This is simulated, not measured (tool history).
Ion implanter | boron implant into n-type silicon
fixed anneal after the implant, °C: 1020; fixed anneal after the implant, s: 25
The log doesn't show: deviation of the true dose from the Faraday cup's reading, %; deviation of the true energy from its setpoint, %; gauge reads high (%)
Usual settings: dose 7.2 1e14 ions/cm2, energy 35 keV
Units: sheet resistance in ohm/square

| run | day | dose | energy | wafers since the last listed run | hours since the last dose calibration | hours since the extraction supply was calibrated | hours since the gauge calibration | read-back reference wafer on the same gauge, sheet resistance | sheet resistance |
|---|---|---|---|---|---|---|---|---|---|
| 1 | 0 | 7.2 | 35 | 0 | 686.2 | 3967.7 | 59.7 | 179.05 | 145 |
| 2 | 0.329 | 8.21 | 32.5 | 276 | 694.1 | 3975.6 | 67.6 | 179.01 | 131.13 |
| 3 | 0.592 | 8.21 | 32.5 | 220 | 700.4 | 3981.9 | 73.9 | 178.96 | 131.05 |
| 4 | 0.946 | 8.21 | 32.5 | 297 | 708.9 | 3990.4 | 82.4 | 178.8 | 131.49 |
| 5 | 1.533 | 6.72 | 42.5 | 494 | 723 | 4004.5 | 96.5 | 179.08 | 149.98 |
| 6 | 2.125 | 6.72 | 42.5 | 497 | 737.2 | 4018.7 | 110.7 | 178.93 | 149.93 |
| 7 | 2.804 | 6.72 | 42.5 | 571 | 753.5 | 4035 | 127 | 179.04 | 150.28 |
| 8 | 3.246 | 7.2 | 35 | 371 | 764.1 | 4045.6 | 137.6 | 179.09 | 144.38 |
| 9 | 3.733 | 7.2 | 35 | 410 | 775.8 | 4057.3 | 149.3 | 178.92 | 143.97 |
| 10 | 4.142 | 7.2 | 35 | 343 | 785.6 | 4067.1 | 159.1 | 178.9 | 143.74 |
| 11 | 4.796 | 7.2 | 35 | 550 | 801.3 | 4082.8 | 174.8 | 178.98 | 143.55 |
| 12 | 5.142 | 7.2 | 35 | 290 | 809.6 | 4091.1 | 183.1 | 178.91 | 143.22 |
| 13 | 5.608 | 7.79 | 41 | 392 | 820.8 | 4102.3 | 194.3 | 178.87 | 132.52 |
| 14 | 6.854 | 7.2 | 35 | 1047 | 850.7 | 4132.2 | 224.2 | 179.01 | 144.39 |
| 15 | 7.112 | 5.5 | 29.5 | 217 | 856.9 | 4138.4 | 230.4 | 179.01 | 182.64 |
|  | 7.792 | Faraday cup replaced and dose calibrated |
| 16 | 7.838 | 6.16 | 39 | 329 | 1.1 | 4155.8 | 247.8 | 179.1 | 169.04 |
| 17 | 8.308 | 8.25 | 35 | 396 | 12.4 | 4167.1 | 259.1 | 179.06 | 136.22 |
| 18 | 8.954 | 7.2 | 24 | 543 | 27.9 | 4182.6 | 274.6 | 179.12 | 157 |
| 19 | 9.454 | 5.96 | 35 | 420 | 39.9 | 4194.6 | 286.6 | 178.9 | 177.17 |
| 20 | 9.904 | 8.78 | 28 | 378 | 50.7 | 4205.4 | 297.4 | 178.95 | 130.36 |
|  | 10.688 | gauge calibrated |
|  | 11.521 | extraction supply calibrated |
| 21 | 11.542 | 5.1 | 29 | 1096 | 90 | 0.5 | 20.5 | 179.04 | 205.8 |
| 22 | 12.65 | 8.34 | 26 | 932 | 116.6 | 27.1 | 47.1 | 179.24 | 136.44 |
| 23 | 13.238 | 7.2 | 35 | 494 | 130.7 | 41.2 | 61.2 | 179.08 | 151.78 |
| 24 | 13.883 | 5.85 | 28 | 543 | 146.2 | 56.7 | 76.7 | 179.07 | 183.98 |
| 25 | 14.583 | 5.1 | 29 | 588 | 163 | 73.5 | 93.5 | 179 | 203.14 |

The same runs without the tool's hidden state, with the same run-to-run variation:
| run | sheet resistance |
|---|---|
| 1 | 150.56 |
| 2 | 136.29 |
| 3 | 136.29 |
| 4 | 136.85 |
| 5 | 156.11 |
| 6 | 156.26 |
| 7 | 156.85 |
| 8 | 150.97 |
| 9 | 150.71 |
| 10 | 150.61 |
| 11 | 150.64 |
| 12 | 150.42 |
| 13 | 139.24 |
| 14 | 152.29 |
| 15 | 192.89 |
| 16 | 168.92 |
| 17 | 136.13 |
| 18 | 156.9 |
| 19 | 177.06 |
| 20 | 130.28 |
| 21 | 205.76 |
| 22 | 136.47 |
| 23 | 151.84 |
| 24 | 184.11 |
| 25 | 203.36 |
